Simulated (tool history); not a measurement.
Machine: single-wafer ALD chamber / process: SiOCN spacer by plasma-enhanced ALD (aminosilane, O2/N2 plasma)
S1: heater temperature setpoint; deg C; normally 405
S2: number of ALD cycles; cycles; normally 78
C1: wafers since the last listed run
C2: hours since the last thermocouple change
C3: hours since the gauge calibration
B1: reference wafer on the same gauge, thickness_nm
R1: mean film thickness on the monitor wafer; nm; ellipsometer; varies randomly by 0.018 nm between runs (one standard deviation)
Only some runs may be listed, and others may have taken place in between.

run 1 hour=0 | S1=405 S2=78 | C1=0 C2=1346.2 C3=38 | B1=3.76 | R1=4.631
run 2 hour=9.9 | S1=405 S2=78 | C1=26 C2=1356.1 C3=47.9 | B1=3.762 | R1=4.615
run 3 hour=26.1 | S1=405 S2=78 | C1=43 C2=1372.3 C3=64.1 | B1=3.762 | R1=4.594
run 4 hour=34.5 | S1=409 S2=78 | C1=22 C2=1380.7 C3=72.5 | B1=3.759 | R1=4.534
run 5 hour=48 | S1=405 S2=78 | C1=36 C2=1394.2 C3=86 | B1=3.759 | R1=4.599
run 6 hour=65.4 | S1=405 S2=78 | C1=47 C2=1411.6 C3=103.4 | B1=3.759 | R1=4.595
run 7 hour=72 | S1=417 S2=67 | C1=17 C2=1418.2 C3=110 | B1=3.759 | R1=3.772
run 8 hour=87.7 | S1=411 S2=65 | C1=42 C2=1433.9 C3=125.7 | B1=3.76 | R1=3.748
run 9 hour=103.9 | S1=414 S2=78 | C1=43 C2=1450.1 C3=141.9 | B1=3.762 | R1=4.428
-- hour=123.8 thermocouple changed; heater temperature recalibrated
run 10 hour=124.3 | S1=397 S2=88 | C1=33 C2=0.5 C3=162.3 | B1=3.759 | R1=5.288
-- hour=125 gauge calibrated
run 11 hour=135.4 | S1=393 S2=86 | C1=30 C2=11.6 C3=10.4 | B1=3.759 | R1=5.152
run 12 hour=146.2 | S1=405 S2=78 | C1=29 C2=22.4 C3=21.2 | B1=3.759 | R1=4.587
run 13 hour=158.9 | S1=398 S2=69 | C1=34 C2=35.1 C3=33.9 | B1=3.759 | R1=4.098
run 14 hour=174.9 | S1=396 S2=70 | C1=43 C2=51.1 C3=49.9 | B1=3.758 | R1=4.199
run 15 hour=182.8 | S1=405 S2=78 | C1=21 C2=59 C3=57.8 | B1=3.76 | R1=4.58

What differs in the tool's unlogged condition from the final listed run ahead of each entry between runs to the first listed run following it?
From run 9 to run 10: thermocouple changed; heater temperature recalibrated (hour 123.8)
  the hidden state is the same at both runs
From run 10 to run 11: gauge calibrated (hour 125)
  the hidden state is the same at both runs
